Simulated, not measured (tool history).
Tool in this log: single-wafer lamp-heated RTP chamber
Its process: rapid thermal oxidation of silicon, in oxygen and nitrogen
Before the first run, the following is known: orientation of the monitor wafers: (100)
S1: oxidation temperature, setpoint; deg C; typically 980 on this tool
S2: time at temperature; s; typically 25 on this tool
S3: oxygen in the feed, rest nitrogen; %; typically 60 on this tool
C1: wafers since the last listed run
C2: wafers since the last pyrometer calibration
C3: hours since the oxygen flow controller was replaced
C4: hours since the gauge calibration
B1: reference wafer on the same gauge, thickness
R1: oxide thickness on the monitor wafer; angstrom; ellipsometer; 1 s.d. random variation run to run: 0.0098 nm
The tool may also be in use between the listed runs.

run	day	S1	S2	S3	C1	C2	C3	C4	B1	R1
1	0.000	961	31	60	0	6563	3302.6	693.7	3.197	29.81
2	2.846	986	32	60	794	7358	3370.9	762.0	3.193	35.33
3	5.838	986	32	60	835	8194	3442.7	833.8	3.203	35.67
4	7.138	986	32	60	363	8557	3473.9	865.0	3.202	35.92
# day 7.883: pyrometer window cleaned and pyrometer calibrated
5	8.142	980	30	60	187	71	3498.0	889.1	3.200	32.09
6	14.275	980	30	60	1713	1784	3645.2	1036.3	3.196	31.83
7	16.679	980	25	60	671	2456	3702.9	1094.0	3.203	30.10
8	23.054	980	25	60	1780	4237	3855.9	1247.0	3.198	30.43
9	25.942	980	25	60	806	5043	3925.2	1316.3	3.193	30.40
10	27.600	980	25	60	463	5506	3965.0	1356.1	3.200	30.60
11	28.967	989	25	74	381	5888	3997.8	1388.9	3.195	34.14
12	31.667	980	25	60	754	6642	4062.6	1453.7	3.202	30.83
13	34.046	980	25	60	664	7307	4119.7	1510.8	3.197	31.13
# day 34.738: pyrometer window cleaned and pyrometer calibrated
14	36.488	980	25	60	588	489	4178.3	1569.4	3.198	30.20
15	39.429	980	16	60	821	1311	4248.9	1640.0	3.198	26.33
16	41.762	980	25	60	651	1962	4304.9	1696.0	3.201	30.07
# day 45.358: gauge calibrated
17	48.912	980	25	60	1997	3959	4476.5	85.3	3.197	30.28
18	51.650	980	29	60	764	4724	4542.2	151.0	3.198	32.00
19	53.346	1003	25	60	473	5198	4582.9	191.7	3.203	34.82
20	56.188	980	29	60	793	5992	4651.1	259.9	3.198	32.30
21	58.271	959	35	77	581	6573	4701.1	309.9	3.199	32.68
# day 59.658: oxygen flow controller replaced
# day 60.158: pyrometer window cleaned and pyrometer calibrated
22	60.592	980	25	60	462	120	22.4	365.6	3.197	30.22
23	62.717	953	19	60	593	714	73.4	416.6	3.199	24.63
24	65.579	980	25	60	799	1513	142.1	485.3	3.197	30.42
25	67.521	956	37	35	542	2056	188.7	531.9	3.201	27.00
26	69.233	980	34	89	478	2534	229.8	573.0	3.198	38.06
27	71.383	954	25	76	600	3134	281.4	624.6	3.201	28.12
28	74.012	980	25	32	734	3869	344.5	687.7	3.205	26.52
29	75.950	1003	25	60	541	4410	391.0	734.2	3.200	34.99
30	77.600	969	30	89	460	4871	430.6	773.8	3.203	33.75

Here are 3 independent what-if runs from the current tool condition. What would each one return?
A	77.617	980	25	72	4	4876	431.0	774.2	?	?
B	77.617	957	33	34	4	4876	431.0	774.2	?	?
C	77.617	956	25	60	4	4876	431.0	774.2	?	?

run	B1	R1
A	3.199	32.00
B	3.199	26.18
C	3.199	26.92
Take away the tool's hidden state, keep each run's random variation, and the runs would have read:
run	R1
A	31.23
B	25.76
C	26.42

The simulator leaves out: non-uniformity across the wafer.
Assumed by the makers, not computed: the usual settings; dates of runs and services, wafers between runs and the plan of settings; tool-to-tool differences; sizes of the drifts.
